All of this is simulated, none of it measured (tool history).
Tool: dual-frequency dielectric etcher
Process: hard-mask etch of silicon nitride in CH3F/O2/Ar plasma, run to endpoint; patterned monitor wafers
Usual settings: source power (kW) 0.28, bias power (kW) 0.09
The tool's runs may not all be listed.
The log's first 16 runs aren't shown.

run,day,source power (kW),bias power (kW),wafers since the last listed run,hours since the last wet clean,hours since the last source power generator calibration,hours since the last bias power generator calibration,hours since the last upper electrode change,"incoming incoming film thickness, nm",endpoint time (s)
17,8.283,0.25,0.102,3,0.8,3470.5,2984.7,150.4,30.58,44.6
18,9.492,0.24,0.104,374,29.8,3499.5,3013.7,179.4,30.63,45
19,10.075,0.28,0.1,180,43.8,3513.5,3027.7,193.4,30.56,41.9
20,10.538,0.3,0.068,143,54.9,3524.6,3038.8,204.5,30.67,46.1
21,11.225,0.28,0.09,212,71.4,3541.1,3055.3,221,30.9,43.7
22,11.946,0.33,0.112,223,88.7,3558.4,3072.6,238.3,30.85,36.9
23,12.2,0.28,0.09,78,94.8,3564.5,3078.7,244.4,30.59,43.5
# day 13: bias power generator calibrated
# day 13.125: source power generator calibrated
24,13.146,0.28,0.109,203,117.5,0.5,3.5,267.1,30.64,40.2
25,13.321,0.28,0.09,54,121.7,4.7,7.7,271.3,30.82,43.9
26,13.583,0.31,0.09,81,128,11,14,277.6,30.71,41
27,14.15,0.26,0.105,175,141.6,24.6,27.6,291.2,30.61,42.3
28,14.738,0.34,0.076,181,155.7,38.7,41.7,305.3,30.99,41.8
29,15.412,0.28,0.09,208,171.9,54.9,57.9,321.5,30.84,43.5
30,15.704,0.28,0.09,90,178.9,61.9,64.9,328.5,30.71,43.6
31,16.288,0.35,0.075,180,192.9,75.9,78.9,342.5,31.06,42
32,16.771,0.3,0.11,149,204.5,87.5,90.5,354.1,30.71,38.7

Run 33 comes next. What will it give?
33,17.358,0.28,0.105,181,218.6,101.6,104.6,368.2,30.68,?

endpoint time (s): 41
Without the tool's hidden state the same run would have given endpoint time (s) 41.3.
